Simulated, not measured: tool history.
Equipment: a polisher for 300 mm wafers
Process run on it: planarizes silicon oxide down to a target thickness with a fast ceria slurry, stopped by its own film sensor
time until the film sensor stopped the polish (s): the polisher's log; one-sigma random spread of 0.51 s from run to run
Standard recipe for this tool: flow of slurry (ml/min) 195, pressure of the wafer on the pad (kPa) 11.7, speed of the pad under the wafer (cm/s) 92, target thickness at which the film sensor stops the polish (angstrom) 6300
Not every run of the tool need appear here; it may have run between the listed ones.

run,hour,flow of slurry (ml/min),pressure of the wafer on the pad (kPa),speed of the pad under the wafer (cm/s),target thickness at which the film sensor stops the polish (angstrom),wafers since the last listed run,wafers polished on this pad,hours since the slurry nozzle was cleaned,hours since the head pressure was calibrated,"incoming thickness of the incoming film, nm",time until the film sensor stopped the polish (s)
1,0.0,195,11.7,92,6300,0,634,593.4,1347.4,1205.4,59.8
2,13.7,195,11.7,92,6300,171,806,607.1,1361.1,1254.7,64.7
# hour 31.1: worn pad replaced by a new one
3,31.6,195,11.7,92,6300,174,6,625.0,1379.0,1231.5,59.5
4,47.2,195,11.7,92,6300,195,202,640.6,1394.6,1224.3,61.5
5,59.4,195,11.7,92,6300,152,354,652.8,1406.8,1231.7,62.6
6,71.4,195,11.7,92,6300,150,505,664.8,1418.8,1213.3,60.3
7,88.1,195,13.1,92,5110,209,714,681.5,1435.5,1248.0,70.8
8,99.8,195,13.1,92,5110,146,860,693.2,1447.2,1235.7,70.2
# hour 110.5: worn pad replaced by a new one
9,115.0,195,13.1,92,5110,140,56,708.4,1462.4,1241.9,72.7
10,121.0,195,11.7,92,6300,75,131,714.4,1468.4,1241.0,66.6
# hour 135.4: head pressure recalibrated
11,137.9,195,11.7,92,6300,186,318,731.3,2.5,1240.6,68.5
# hour 151.2: worn pad replaced by a new one, repeated, since the last time left the tool worse
# hour 153.9: slurry nozzle cleaned
12,154.4,195,11.7,92,6300,144,27,0.5,19.0,1244.8,61.8
13,166.5,145,9.7,92,4290,151,179,12.6,31.1,1246.5,96.6
14,179.9,145,9.7,92,4290,167,347,26.0,44.5,1213.8,93.5
15,191.5,195,11.7,92,6300,145,492,37.6,56.1,1226.2,61.7
16,209.1,195,11.7,66,6300,220,713,55.2,73.7,1221.9,85.5
17,217.8,195,11.7,68,4200,108,821,63.9,82.4,1225.3,112.4
18,226.0,145,9.7,92,4290,102,924,72.1,90.6,1236.2,98.1
19,238.1,175,15.2,110,8260,151,1076,84.2,102.7,1234.3,30.7
# hour 254.7: worn pad replaced by a new one
20,256.0,165,11.7,92,7080,174,16,102.1,120.6,1220.3,52.9
21,272.9,195,9.7,92,6300,211,228,119.0,137.5,1237.6,69.5
22,282.1,195,11.7,92,4490,115,343,128.2,146.7,1223.3,80.5

The same runs without the tool's hidden state, with the same run-to-run variation:
Hidden state present: removal rate lost through wear of the pad, %; slurry flow missing at the pad, %; deviation of the head's pressure from its setpoint, %.
run,time until the film sensor stopped the polish (s)
1,57.4
2,61.9
3,59.4
4,60.3
5,60.8
6,58.2
7,68.0
8,67.3
9,67.1
10,61.0
11,61.8
12,61.4
13,94.7
14,90.7
15,59.6
16,82.1
17,107.7
18,93.9
19,29.3
20,52.6
21,67.8
22,78.0
